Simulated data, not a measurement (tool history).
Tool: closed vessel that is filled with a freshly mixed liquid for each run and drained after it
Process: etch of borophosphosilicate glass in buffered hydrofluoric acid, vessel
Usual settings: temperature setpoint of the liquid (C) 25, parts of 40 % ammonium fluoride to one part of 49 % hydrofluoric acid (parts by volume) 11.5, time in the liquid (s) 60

run,day,temperature setpoint of the liquid (C),parts of 40 % ammonium fluoride to one part of 49 % hydrofluoric acid (parts by volume),time in the liquid (s),wafers since the last listed run,hours since the thermometer was replaced,hours since the hydrofluoric acid flow meter was replaced,hours since the gauge calibration,"read-back film thickness of the borophosphosilicate glass reference wafer, read on the same gauge (nm)",thickness taken off the borophosphosilicate glass on a monitor wafer (Å)
1,0,25,11.5,60,0,1661.6,383.2,551.8,120.94,644.3
2,2.504,25,12.5,60,5555,1721.7,443.3,611.9,121,597.4
3,4.954,22,11.5,45,5435,1780.5,502.1,670.7,121.09,411.1
4,6.796,22,11.5,45,4085,1824.7,546.3,714.9,121.18,415.6
5,9.612,22,11.5,45,6249,1892.3,613.9,782.5,121.29,413.2
6,12.054,25,11.5,60,5417,1950.9,672.5,841.1,121.37,649
7,13.908,25,11.5,60,4113,1995.4,717,885.6,121.45,653.4
8,15.558,25,14,60,3660,2035,756.6,925.2,121.53,532.6
9,16.575,25,14,60,2255,2059.4,781,949.6,121.58,533.1
10,17.646,25,14.5,70,2375,2085.1,806.7,975.3,121.58,606.5
11,19.383,25,14.5,70,3854,2126.8,848.4,1017,121.64,604.7
12,20.875,25,15.5,60,3309,2162.6,884.2,1052.8,121.71,483.1
13,23.762,27.5,15,45,6406,2231.9,953.5,1122.1,121.8,429.7
# day 24.525: hydrofluoric acid flow meter replaced
14,25.029,26.5,9,80,2717,2262.3,12.1,1152.5,121.88,1156.5
15,26.583,29,10,85,3448,2299.6,49.4,1189.8,121.95,1310.1
16,27.988,23.5,8,50,3115,2333.3,83.1,1223.5,122,696.7
17,30.075,25,11.5,60,4631,2383.4,133.2,1273.6,122.05,652.2
18,32.167,25,9,85,4640,2433.6,183.4,1323.8,122.14,1128
19,33.433,25,9,85,2810,2464,213.8,1354.2,122.2,1131.1
20,34.896,22,11.5,45,3244,2499.1,248.9,1389.3,122.26,418.1
# day 35.762: thermometer replaced
21,35.988,25,11.5,70,2329,5.4,275.1,1415.5,122.29,766.3
22,38.233,25,14.5,40,4982,59.3,329,1469.4,122.37,349.6
23,40.579,25,11.5,60,5204,115.6,385.3,1525.7,122.48,653.7
# day 41.538: gauge calibrated
24,42.171,23.5,8,50,3531,153.8,423.5,15.2,120.25,687.3
25,50.225,23.5,11.5,60,17868,347.1,616.8,208.5,120.54,590
26,51.338,29,11.5,35,2468,373.8,643.5,235.2,120.58,467.6
27,53.504,25,11.5,60,4806,425.8,695.5,287.2,120.68,646
28,56.308,23.5,11.5,35,6221,493.1,762.8,354.5,120.77,347.9
29,58.329,28.5,15.5,60,4483,541.6,811.3,403,120.84,575.5
30,61.033,25,11.5,75,5999,606.5,876.2,467.9,120.96,807.8

5 ways to go on from here, each from the tool as it stands after run 30. What would each give?
A,61.062,25,11.5,60,64,607.2,876.9,468.6,?,?
B,61.062,25,8.5,60,64,607.2,876.9,468.6,?,?
C,61.062,25,7.5,60,64,607.2,876.9,468.6,?,?
D,61.062,25,9.5,60,64,607.2,876.9,468.6,?,?
E,61.062,28.5,7.5,75,64,607.2,876.9,468.6,?,?

run,"read-back film thickness of the borophosphosilicate glass reference wafer, read on the same gauge (nm)",thickness taken off the borophosphosilicate glass on a monitor wafer (Å)
A,120.93,648.4
B,120.93,846.7
C,120.93,970.9
D,120.93,768.4
E,120.93,1460.3
Without the tool's hidden state the same runs would have given:
run,thickness taken off the borophosphosilicate glass on a monitor wafer (Å)
A,643.3
B,840
C,963.3
D,762.3
E,1448.8
